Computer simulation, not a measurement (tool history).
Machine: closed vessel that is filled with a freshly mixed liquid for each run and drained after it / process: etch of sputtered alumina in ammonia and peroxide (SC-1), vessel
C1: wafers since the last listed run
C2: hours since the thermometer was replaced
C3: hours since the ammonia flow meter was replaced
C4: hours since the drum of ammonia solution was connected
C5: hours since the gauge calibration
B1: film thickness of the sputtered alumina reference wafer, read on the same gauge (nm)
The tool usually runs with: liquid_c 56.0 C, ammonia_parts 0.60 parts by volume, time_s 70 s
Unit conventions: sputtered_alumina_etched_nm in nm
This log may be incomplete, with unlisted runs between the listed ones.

{"run": 1, "hour": 0.0, "liquid_c": 56.0, "ammonia_parts": 0.6, "time_s": 70, "C1": 0, "C2": 2155.0, "C3": 292.8, "C4": 875.3, "C5": 110.5, "B1": 50.0, "sputtered_alumina_etched_nm": 4.14}
{"run": 2, "hour": 24.8, "liquid_c": 56.0, "ammonia_parts": 0.6, "time_s": 70, "C1": 3364, "C2": 2179.8, "C3": 317.6, "C4": 900.1, "C5": 135.3, "B1": 49.98, "sputtered_alumina_etched_nm": 4.14}
{"run": 3, "hour": 43.8, "liquid_c": 56.0, "ammonia_parts": 0.6, "time_s": 70, "C1": 2577, "C2": 2198.8, "C3": 336.6, "C4": 919.1, "C5": 154.3, "B1": 50.01, "sputtered_alumina_etched_nm": 4.11}
{"run": 4, "hour": 76.4, "liquid_c": 56.0, "ammonia_parts": 0.6, "time_s": 70, "C1": 4422, "C2": 2231.4, "C3": 369.2, "C4": 951.7, "C5": 186.9, "B1": 50.0, "sputtered_alumina_etched_nm": 4.12}
{"run": 5, "hour": 95.5, "liquid_c": 53.0, "ammonia_parts": 0.8, "time_s": 70, "C1": 2590, "C2": 2250.5, "C3": 388.3, "C4": 970.8, "C5": 206.0, "B1": 50.0, "sputtered_alumina_etched_nm": 3.6}
{"hour": 118.0, "done": "thermometer replaced"}
{"run": 6, "hour": 125.9, "liquid_c": 53.0, "ammonia_parts": 0.8, "time_s": 70, "C1": 3988, "C2": 7.9, "C3": 418.7, "C4": 1001.2, "C5": 236.4, "B1": 49.95, "sputtered_alumina_etched_nm": 4.11}
{"run": 7, "hour": 155.8, "liquid_c": 56.0, "ammonia_parts": 0.6, "time_s": 70, "C1": 4055, "C2": 37.8, "C3": 448.6, "C4": 1031.1, "C5": 266.3, "B1": 50.0, "sputtered_alumina_etched_nm": 4.69}
{"hour": 177.7, "done": "new drum of ammonia solution connected"}
{"run": 8, "hour": 186.2, "liquid_c": 47.0, "ammonia_parts": 0.85, "time_s": 90, "C1": 3988, "C2": 68.2, "C3": 479.0, "C4": 8.5, "C5": 296.7, "B1": 49.97, "sputtered_alumina_etched_nm": 3.81}
{"hour": 187.8, "done": "ammonia flow meter replaced"}
{"run": 9, "hour": 215.6, "liquid_c": 48.5, "ammonia_parts": 0.75, "time_s": 85, "C1": 3852, "C2": 97.6, "C3": 27.8, "C4": 37.9, "C5": 326.1, "B1": 50.0, "sputtered_alumina_etched_nm": 3.87}
{"run": 10, "hour": 235.7, "liquid_c": 56.0, "ammonia_parts": 0.75, "time_s": 70, "C1": 2726, "C2": 117.7, "C3": 47.9, "C4": 58.0, "C5": 346.2, "B1": 49.97, "sputtered_alumina_etched_nm": 4.73}
{"run": 11, "hour": 269.4, "liquid_c": 62.5, "ammonia_parts": 0.7, "time_s": 45, "C1": 4571, "C2": 151.4, "C3": 81.6, "C4": 91.7, "C5": 379.9, "B1": 50.01, "sputtered_alumina_etched_nm": 4.26}
{"hour": 274.8, "done": "gauge calibrated"}
{"run": 12, "hour": 300.4, "liquid_c": 56.0, "ammonia_parts": 0.85, "time_s": 70, "C1": 4205, "C2": 182.4, "C3": 112.6, "C4": 122.7, "C5": 25.6, "B1": 50.02, "sputtered_alumina_etched_nm": 4.79}
{"run": 13, "hour": 324.9, "liquid_c": 51.5, "ammonia_parts": 0.6, "time_s": 70, "C1": 3323, "C2": 206.9, "C3": 137.1, "C4": 147.2, "C5": 50.1, "B1": 49.98, "sputtered_alumina_etched_nm": 3.64}
{"run": 14, "hour": 337.0, "liquid_c": 53.0, "ammonia_parts": 0.8, "time_s": 70, "C1": 1641, "C2": 219.0, "C3": 149.2, "C4": 159.3, "C5": 62.2, "B1": 49.99, "sputtered_alumina_etched_nm": 4.08}
{"run": 15, "hour": 350.2, "liquid_c": 65.0, "ammonia_parts": 0.5, "time_s": 60, "C1": 1790, "C2": 232.2, "C3": 162.4, "C4": 172.5, "C5": 75.4, "B1": 50.06, "sputtered_alumina_etched_nm": 6.23}

Predict each of these 5 candidate next runs independently; none follows another, all start after run 15:
{"run": "A", "hour": 350.9, "liquid_c": 62.0, "ammonia_parts": 0.6, "time_s": 70, "C1": 94, "C2": 232.9, "C3": 163.1, "C4": 173.2, "C5": 76.1, "B1": "?", "sputtered_alumina_etched_nm": "?"}
{"run": "B", "hour": 350.9, "liquid_c": 66.0, "ammonia_parts": 0.6, "time_s": 90, "C1": 94, "C2": 232.9, "C3": 163.1, "C4": 173.2, "C5": 76.1, "B1": "?", "sputtered_alumina_etched_nm": "?"}
{"run": "C", "hour": 350.9, "liquid_c": 56.0, "ammonia_parts": 0.6, "time_s": 40, "C1": 94, "C2": 232.9, "C3": 163.1, "C4": 173.2, "C5": 76.1, "B1": "?", "sputtered_alumina_etched_nm": "?"}
{"run": "D", "hour": 350.9, "liquid_c": 62.5, "ammonia_parts": 0.6, "time_s": 35, "C1": 94, "C2": 232.9, "C3": 163.1, "C4": 173.2, "C5": 76.1, "B1": "?", "sputtered_alumina_etched_nm": "?"}
{"run": "E", "hour": 350.9, "liquid_c": 64.0, "ammonia_parts": 0.85, "time_s": 70, "C1": 94, "C2": 232.9, "C3": 163.1, "C4": 173.2, "C5": 76.1, "B1": "?", "sputtered_alumina_etched_nm": "?"}

run=A B1=50.03 sputtered_alumina_etched_nm=6.32
run=B B1=50.03 sputtered_alumina_etched_nm=9.93
run=C B1=50.03 sputtered_alumina_etched_nm=2.65
run=D B1=50.03 sputtered_alumina_etched_nm=3.24
run=E B1=50.03 sputtered_alumina_etched_nm=7.23
Without the tool's hidden state the same runs would have given:
run=A sputtered_alumina_etched_nm=6.49
run=B sputtered_alumina_etched_nm=10.19
run=C sputtered_alumina_etched_nm=2.72
run=D sputtered_alumina_etched_nm=3.33
run=E sputtered_alumina_etched_nm=7.42
